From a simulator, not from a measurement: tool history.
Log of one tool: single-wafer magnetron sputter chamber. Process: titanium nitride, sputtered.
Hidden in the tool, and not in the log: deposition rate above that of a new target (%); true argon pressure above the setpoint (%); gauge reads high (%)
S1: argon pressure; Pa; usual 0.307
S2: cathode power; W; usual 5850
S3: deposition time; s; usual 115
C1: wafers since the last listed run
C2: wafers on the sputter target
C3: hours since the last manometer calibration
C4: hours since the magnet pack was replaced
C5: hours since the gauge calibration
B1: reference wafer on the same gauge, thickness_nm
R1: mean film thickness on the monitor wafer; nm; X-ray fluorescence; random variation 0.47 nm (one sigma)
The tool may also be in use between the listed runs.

run   hour     S1    S2   S3   C1    C2      C3      C4     C5       B1       R1
  1      0  0.307  6500  115    0  3528  1527.4  8970.8  157.6  154.662  151.227
  2   26.6  0.307  5850  115  295  3824    1554  8997.4  184.2  154.536  135.866
  3   80.5  0.307  5850  102  598  4422  1607.9  9051.3  238.1   154.09  120.225
       105  -- magnet pack replaced
  4  105.5   0.35  5850  115  188  4611  1632.9     0.5  263.1  153.801  134.603
  5  122.1  0.307  4800  115  184  4795  1649.5    17.1  279.7  153.677  110.095
     147.9  -- capacitance manometer re-zeroed and calibrated
  6  157.9  0.307  4800  115  308  5104      10    52.9  315.5  153.068  110.031
     180.9  -- gauge calibrated
  7  186.2  0.307  4800  115  314  5418    38.3    81.2    5.3  154.813  111.228
     203.5  -- sputter target and shields replaced
  8  204.2  0.307  5850  115  111     8    56.3    99.2   23.3  154.961  136.564
  9  229.9  0.231  6900  134  285   293      82   124.9     49  154.825  190.536
 10  247.6  0.236  6400  115  196   489    99.7   142.6   66.7  154.649  150.031
 11  274.3  0.307  5850  126  296   786   126.4   169.3   93.4  154.635  149.011
 12  297.1  0.307  5150  109  253  1039   149.2   192.1  116.2  154.466  112.976
 13    322  0.201  7250  135  276  1315   174.1     217  141.1  154.331  200.851
 14  342.1  0.307  5850  115  223  1538   194.2   237.1  161.2  154.313  135.871

Forecast each of these 4 alternatives for the next run:
  A  342.5  0.307  5850  115   4  1543  194.6  237.5  161.6   ?   ?
  B  342.5  0.387  5150  134   4  1543  194.6  237.5  161.6   ?   ?
  C  342.5  0.252  4750  134   4  1543  194.6  237.5  161.6   ?   ?
  D  342.5  0.261  4450   95   4  1543  194.6  237.5  161.6   ?   ?

run       B1       R1
  A  154.431  135.888
  B  154.431  137.333
  C  154.431  129.895
  D  154.431   86.128
Without the tool's hidden state the same runs would have given:
run       R1
  A  136.505
  B  137.957
  C  130.485
  D   86.519
